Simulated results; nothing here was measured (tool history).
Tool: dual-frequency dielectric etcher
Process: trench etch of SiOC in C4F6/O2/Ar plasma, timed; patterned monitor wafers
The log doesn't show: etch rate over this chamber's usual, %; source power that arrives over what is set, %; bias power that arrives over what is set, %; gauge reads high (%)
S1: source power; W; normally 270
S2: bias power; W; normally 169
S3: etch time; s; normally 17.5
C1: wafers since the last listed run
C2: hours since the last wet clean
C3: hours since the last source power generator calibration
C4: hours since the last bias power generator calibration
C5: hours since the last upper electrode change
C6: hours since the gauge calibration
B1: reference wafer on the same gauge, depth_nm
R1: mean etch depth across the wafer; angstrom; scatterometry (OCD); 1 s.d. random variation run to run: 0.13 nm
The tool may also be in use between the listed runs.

Run 1, day 0: usual settings; C1 0; C2 157.8; C3 1181.6; C4 3183.7; C5 3684.7; C6 759.5; B1 36.52. Result: R1 307.5 angstrom.
Run 2, day 1.596: usual settings; C1 715; C2 196.1; C3 1219.9; C4 3222; C5 3723; C6 797.8; B1 36.54. Result: R1 308.5 angstrom.
Run 3, day 5.233: usual settings; C1 1631; C2 283.4; C3 1307.2; C4 3309.3; C5 3810.3; C6 885.1; B1 36.53. Result: R1 310.8 angstrom.
Run 4, day 8.054: usual settings; C1 1265; C2 351.1; C3 1374.9; C4 3377; C5 3878; C6 952.8; B1 36.49. Result: R1 307.4 angstrom.
Run 5, day 9.754: usual settings; C1 762; C2 391.9; C3 1415.7; C4 3417.8; C5 3918.8; C6 993.6; B1 36.5. Result: R1 306.1 angstrom.
At day 14.146: wet clean of the chamber.
Run 6, day 14.167: usual settings; C1 1530; C2 0.5; C3 1521.6; C4 3523.7; C5 4024.7; C6 1099.5; B1 36.47. Result: R1 305.8 angstrom.
Run 7, day 17.15: usual settings; C1 1338; C2 72.1; C3 1593.2; C4 3595.3; C5 4096.3; C6 1171.1; B1 36.49. Result: R1 305.4 angstrom.
Run 8, day 25.654: usual settings; C1 3814; C2 276.2; C3 1797.3; C4 3799.4; C5 4300.4; C6 1375.2; B1 36.47. Result: R1 305.4 angstrom.
Run 9, day 27.875: usual settings; C1 996; C2 329.5; C3 1850.6; C4 3852.7; C5 4353.7; C6 1428.5; B1 36.53. Result: R1 307 angstrom.
At day 32.717: upper electrode replaced.
Run 10, day 33.888: usual settings but S3 15.5 s; C1 2248; C2 473.8; C3 1994.9; C4 3997; C5 28.1; C6 1572.8; B1 36.49. Result: R1 272.5 angstrom.
At day 35.246: gauge calibrated.
At day 35.488: wet clean of the chamber.
Run 11, day 35.912: usual settings; C1 459; C2 10.2; C3 2043.5; C4 4045.6; C5 76.7; C6 16; B1 36.47. Result: R1 306.2 angstrom.
At day 37.117: bias power generator calibrated.
Run 12, day 37.733: usual settings; C1 742; C2 53.9; C3 2087.2; C4 14.8; C5 120.4; C6 59.7; B1 36.53. Result: R1 307.2 angstrom.
Run 13, day 41.962: usual settings; C1 1897; C2 155.4; C3 2188.7; C4 116.3; C5 221.9; C6 161.2; B1 36.52. Result: R1 304.5 angstrom.
Run 14, day 45.321: usual settings but S1 230 W, S3 15.5 s; C1 1506; C2 236; C3 2269.3; C4 196.9; C5 302.5; C6 241.8; B1 36.56. Result: R1 253 angstrom.
Run 15, day 49.654: usual settings; C1 1943; C2 340; C3 2373.3; C4 300.9; C5 406.5; C6 345.8; B1 36.53. Result: R1 303.8 angstrom.
Run 16, day 52.083: usual settings but S1 330 W, S2 193 W, S3 19 s; C1 1089; C2 398.3; C3 2431.6; C4 359.2; C5 464.8; C6 404.1; B1 36.46. Result: R1 375.2 angstrom.
At day 52.417: source power generator calibrated.
At day 54.204: wet clean of the chamber.
Run 17, day 55.917: usual settings but S1 330 W, S2 138 W, S3 12.5 s; C1 1196; C2 41.1; C3 84; C4 451.2; C5 556.8; C6 496.1; B1 36.52. Result: R1 227 angstrom.
Run 18, day 58.946: usual settings but S2 156 W; C1 1358; C2 113.8; C3 156.7; C4 523.9; C5 629.5; C6 568.8; B1 36.52. Result: R1 303.9 angstrom.
Run 19, day 63.192: usual settings but S1 250 W, S3 13.5 s; C1 1904; C2 215.7; C3 258.6; C4 625.8; C5 731.4; C6 670.7; B1 36.48. Result: R1 229.9 angstrom.
Run 20, day 66.458: usual settings but S1 210 W, S2 184 W, S3 20 s; C1 1465; C2 294.1; C3 337; C4 704.2; C5 809.8; C6 749.1; B1 36.5. Result: R1 326.6 angstrom.
Run 21, day 68.604: usual settings but S1 320 W, S2 186 W, S3 20 s; C1 962; C2 345.6; C3 388.5; C4 755.7; C5 861.3; C6 800.6; B1 36.47. Result: R1 390.6 angstrom.
Run 22, day 70.679: usual settings; C1 930; C2 395.4; C3 438.3; C4 805.5; C5 911.1; C6 850.4; B1 36.51. Result: R1 309.3 angstrom.
At day 73.054: wet clean of the chamber.
Run 23, day 74.812: usual settings but S1 330 W, S3 20.5 s; C1 1405; C2 42.2; C3 537.5; C4 904.7; C5 1010.3; C6 949.6; B1 36.5. Result: R1 396.5 angstrom.
Run 24, day 77.092: usual settings but S2 150 W, S3 19 s; C1 1022; C2 96.9; C3 592.2; C4 959.4; C5 1065; C6 1004.3; B1 36.46. Result: R1 323.2 angstrom.
Run 25, day 80.683: usual settings but S2 195 W, S3 20.5 s; C1 1611; C2 183.1; C3 678.4; C4 1045.6; C5 1151.2; C6 1090.5; B1 36.47. Result: R1 375.7 angstrom.
Run 26, day 85: usual settings but S1 250 W, S3 15.5 s; C1 1936; C2 286.7; C3 782; C4 1149.2; C5 1254.8; C6 1194.1; B1 36.49. Result: R1 263.1 angstrom.

Each row is a separate what-if for the run after 26, all from the same tool condition, not one after another. Results?
Run A, day 85.017: usual settings; C1 7; C2 287.1; C3 782.4; C4 1149.6; C5 1255.2; C6 1194.5; B1 ?. Result: R1 ?.
Run B, day 85.017: usual settings but S1 340 W; C1 7; C2 287.1; C3 782.4; C4 1149.6; C5 1255.2; C6 1194.5; B1 ?. Result: R1 ?.
Run C, day 85.017: usual settings but S1 300 W, S2 141 W, S3 14 s; C1 7; C2 287.1; C3 782.4; C4 1149.6; C5 1255.2; C6 1194.5; B1 ?. Result: R1 ?.
Run D, day 85.017: usual settings but S2 149 W; C1 7; C2 287.1; C3 782.4; C4 1149.6; C5 1255.2; C6 1194.5; B1 ?. Result: R1 ?.
Run E, day 85.017: usual settings but S1 300 W, S2 144 W, S3 20 s; C1 7; C2 287.1; C3 782.4; C4 1149.6; C5 1255.2; C6 1194.5; B1 ?. Result: R1 ?.

run     B1     R1
  A  36.52  307.1
  B  36.52  338.6
  C  36.52  242.8
  D  36.52  295.2
  E  36.52  349.2
With no hidden state in the tool, these same runs would have given:
run     R1
  A  309.4
  B    341
  C  244.6
  D  297.3
  E  351.7

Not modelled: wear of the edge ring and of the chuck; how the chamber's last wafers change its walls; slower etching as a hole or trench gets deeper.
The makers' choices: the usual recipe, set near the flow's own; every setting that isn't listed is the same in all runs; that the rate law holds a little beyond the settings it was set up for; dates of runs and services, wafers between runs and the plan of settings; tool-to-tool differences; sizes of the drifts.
